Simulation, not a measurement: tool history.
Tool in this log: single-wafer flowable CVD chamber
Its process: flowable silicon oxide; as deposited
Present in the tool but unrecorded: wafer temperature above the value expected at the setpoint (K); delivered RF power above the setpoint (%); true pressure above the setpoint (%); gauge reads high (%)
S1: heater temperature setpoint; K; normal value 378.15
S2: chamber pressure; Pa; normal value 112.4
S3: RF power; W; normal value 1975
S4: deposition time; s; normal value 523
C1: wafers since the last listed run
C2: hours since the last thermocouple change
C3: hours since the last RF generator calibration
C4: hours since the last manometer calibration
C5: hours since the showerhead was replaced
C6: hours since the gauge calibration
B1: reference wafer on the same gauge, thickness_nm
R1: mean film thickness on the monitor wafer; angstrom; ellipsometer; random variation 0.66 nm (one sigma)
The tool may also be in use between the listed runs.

run     day      S1     S2    S3   S4   C1      C2      C3     C4      C5      C6       B1       R1
  1   0.000  378.15  112.4  1975  523    0  2243.1  1959.2   70.8  6511.8  1276.5  250.085  2900.70
  2   1.642  378.15  112.4  1975  523  117  2282.5  1998.6  110.2  6551.2  1315.9  250.115  2887.60
  3   4.588  378.15  112.4  1975  523  211  2353.2  2069.3  180.9  6621.9  1386.6  249.991  2886.47
  4   7.375  378.15  134.8  2270  523  200  2420.1  2136.2  247.8  6688.8  1453.5  249.876  3535.72
  5  10.071  378.15  134.8  2270  523  193  2484.8  2200.9  312.5  6753.5  1518.2  249.884  3560.44
     11.188  -- capacitance manometer re-zeroed and calibrated, repeated, since the last time left the tool worse
  6  12.367  378.15  134.8  2270  523  140  2539.9  2256.0   28.3  6808.6  1573.3  249.947  3463.92
     14.429  -- gauge calibrated
  7  14.458  378.15  112.4  2290  523  150  2590.1  2306.2   78.5  6858.8     0.7  249.938  2890.76
  8  16.146  378.15   92.3  1735  523  121  2630.6  2346.7  119.0  6899.3    41.2  250.015  2244.65
  9  18.425  378.15   92.3  1735  523  163  2685.3  2401.4  173.7  6954.0    95.9  250.022  2256.17
 10  20.029  378.15   92.3  1735  523  115  2723.8  2439.9  212.2  6992.5   134.4  250.120  2252.46
 11  23.021  378.15  112.4  1975  523  214  2795.6  2511.7  284.0  7064.3   206.2  249.828  2840.97
 12  24.825  378.15  112.4  1975  523  129  2838.9  2555.0  327.3  7107.6   249.5  250.035  2821.33
     25.733  -- RF generator calibrated
 13  26.638  389.15  112.4  1855  420  106  2882.4    21.7  370.8  7151.1   293.0  250.112  1595.71
 14  29.588  366.15  112.4  1975  581  211  2953.2    92.5  441.6  7221.9   363.8  249.967  4634.29
 15  30.717  378.15  112.4  1975  523   81  2980.3   119.6  468.7  7249.0   390.9  249.994  2837.10
     31.617  -- thermocouple changed; heater temperature recalibrated
 16  33.246  378.15  112.4  1975  523  157    39.1   180.3  529.4  7309.7   451.6  250.070  2830.42
     33.729  -- showerhead replaced
 17  34.488  371.15  112.4  1975  523   65    68.9   210.1  559.2    18.2   481.4  250.135  3565.43
 18  36.129  368.15  102.4  2265  523  117   108.3   249.5  598.6    57.6   520.8  250.032  3661.94
 19  37.754  391.15   95.9  1975  459  116   147.3   288.5  637.6    96.6   559.8  249.958  1420.69
 20  40.342  364.15  134.9  2085  594  185   209.4   350.6  699.7   158.7   621.9  249.879  6149.86
 21  42.742  378.15   96.4  1975  557  172   267.0   408.2  757.3   216.3   679.5  250.077  2589.69
 22  44.908  378.15  139.2  1595  468  155   319.0   460.2  809.3   268.3   731.5  250.071  2976.95
 23  46.625  378.15  112.4  1685  523  123   360.2   501.4  850.5   309.5   772.7  249.938  2742.30
 24  48.962  378.15   92.3  1735  523  167   416.3   557.5  906.6   365.6   828.8  249.999  2262.99
     51.892  -- capacitance manometer re-zeroed and calibrated
 25  51.912  366.15  126.4  2115  421  187   487.1   628.3    0.5   436.4   899.6  249.890  3794.93
 26  52.846  378.15  112.4  2180  442   66   509.5   650.7   22.9   458.8   922.0  249.946  2424.53
 27  58.371  378.15  112.4  1675  596  396   642.1   783.3  155.5   591.4  1054.6  249.752  3083.35

Below are 5 alternative next runs, each starting from the tool's condition after run 27. Predict each:
  A  58.392  378.15  112.4  1975  574   1  642.6  783.8  156.0  591.9  1055.1   ?   ?
  B  58.392  378.15  101.6  1975  523   1  642.6  783.8  156.0  591.9  1055.1   ?   ?
  C  58.392  378.15  135.2  1975  483   1  642.6  783.8  156.0  591.9  1055.1   ?   ?
  D  58.392  387.15  112.4  1705  587   1  642.6  783.8  156.0  591.9  1055.1   ?   ?
  E  58.392  369.15  123.3  2165  462   1  642.6  783.8  156.0  591.9  1055.1   ?   ?

run       B1       R1
  A  250.042  3089.05
  B  250.042  2544.88
  C  250.042  3117.34
  D  250.042  2299.68
  E  250.042  3711.61
Had the tool no hidden state, the same runs would have come out as:
run       R1
  A  3075.68
  B  2533.54
  C  3104.50
  D  2289.73
  E  3696.31
